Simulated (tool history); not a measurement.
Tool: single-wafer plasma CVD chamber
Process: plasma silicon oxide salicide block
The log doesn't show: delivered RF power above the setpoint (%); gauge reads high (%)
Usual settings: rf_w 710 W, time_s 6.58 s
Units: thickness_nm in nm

run     day  rf_w  time_s  wafers since the last listed run  hours since the last RF generator calibration  hours since the showerhead was replaced  hours since the gauge calibration  read-back reference wafer on the same gauge, thickness_nm  thickness_nm
  1       0   710     7.3                                 0                                            869                                   3333.8                              360.6                                                     57.589        70.776
  2   1.096   710     7.3                               352                                          895.3                                   3360.1                              386.9                                                     57.602        70.457
  3   2.446   710     7.3                               434                                          927.7                                   3392.5                              419.3                                                     57.598        70.558
  4   3.042   710    7.46                               191                                            942                                   3406.8                              433.6                                                     57.587        72.066
  5   3.958   710    6.93                               294                                            964                                   3428.8                              455.6                                                     57.604         66.96
  6   5.308   710    6.93                               434                                          996.4                                   3461.2                                488                                                      57.59        66.991
  7   6.312   710    6.58                               322                                         1020.5                                   3485.3                              512.1                                                      57.57        63.447
  8   7.333   710    6.58                               328                                           1045                                   3509.8                              536.6                                                     57.608        63.567
  9   7.888   710    6.22                               178                                         1058.3                                   3523.1                              549.9                                                      57.61        60.123
 10   8.817   710    6.22                               298                                         1080.6                                   3545.4                              572.2                                                     57.606        60.215
 11   9.617   710    6.58                               257                                         1099.8                                   3564.6                              591.4                                                     57.587        63.654
 12  11.067   710    6.58                               466                                         1134.6                                   3599.4                              626.2                                                     57.606        63.334
 13  12.325   710    6.58                               404                                         1164.8                                   3629.6                              656.4                                                       57.6         63.65
 14  13.183   710    6.58                               276                                         1185.4                                   3650.2                                677                                                     57.638        63.419
     14.483  -- gauge calibrated
 15  14.658   830    7.27                               474                                         1220.8                                   3685.6                                4.2                                                     57.621        72.768
     15.183  -- RF generator calibrated
 16  15.733   710    5.58                               238                                           13.2                                   3711.4                                 30                                                       57.6        54.617
 17  17.146   710    6.58                               454                                           47.1                                   3745.3                               63.9                                                     57.594        64.443
 18  18.533   760    7.16                               446                                           80.4                                   3778.6                               97.2                                                     57.618        71.108
 19  19.504   710    7.75                               312                                          103.7                                   3801.9                              120.5                                                     57.614        75.617
     19.971  -- showerhead replaced, of another model than before
 20  20.275   710    6.58                               140                                          122.2                                      7.3                                139                                                     57.562          64.5
 21  20.821   600    7.02                               175                                          135.3                                     20.4                              152.1                                                     57.598        67.381
 22  21.817   825    7.79                               320                                          159.2                                     44.3                                176                                                     57.606        77.399
 23  22.696   610    6.58                               282                                          180.3                                     65.4                              197.1                                                     57.602         63.19
 24  23.629   710    6.58                               300                                          202.7                                     87.8                              219.5                                                       57.6         64.46
 25  25.083   585     7.9                               467                                          237.6                                    122.7                              254.4                                                     57.568        75.678
 26  25.729   710    7.46                               207                                          253.1                                    138.2                              269.9                                                     57.646        72.996
 27  27.204   750    6.01                               474                                          288.5                                    173.6                              305.3                                                     57.608        59.002
 28  28.529   660    7.67                               426                                          320.3                                    205.4                              337.1                                                     57.581        74.542

The same runs without the tool's hidden state, with the same run-to-run variation:
run  thickness_nm
  1        71.822
  2        71.508
  3        71.622
  4        73.158
  5        67.981
  6        68.022
  7        64.429
  8        64.557
  9        61.063
 10        61.161
 11        64.658
 12         64.34
 13        64.667
 14        64.436
 15        73.941
 16        54.684
 17        64.597
 18        71.353
 19         75.93
 20        64.663
 21        67.565
 22        77.637
 23        63.402
 24        64.695
 25        75.987
 26        73.307
 27        59.276
 28        74.913

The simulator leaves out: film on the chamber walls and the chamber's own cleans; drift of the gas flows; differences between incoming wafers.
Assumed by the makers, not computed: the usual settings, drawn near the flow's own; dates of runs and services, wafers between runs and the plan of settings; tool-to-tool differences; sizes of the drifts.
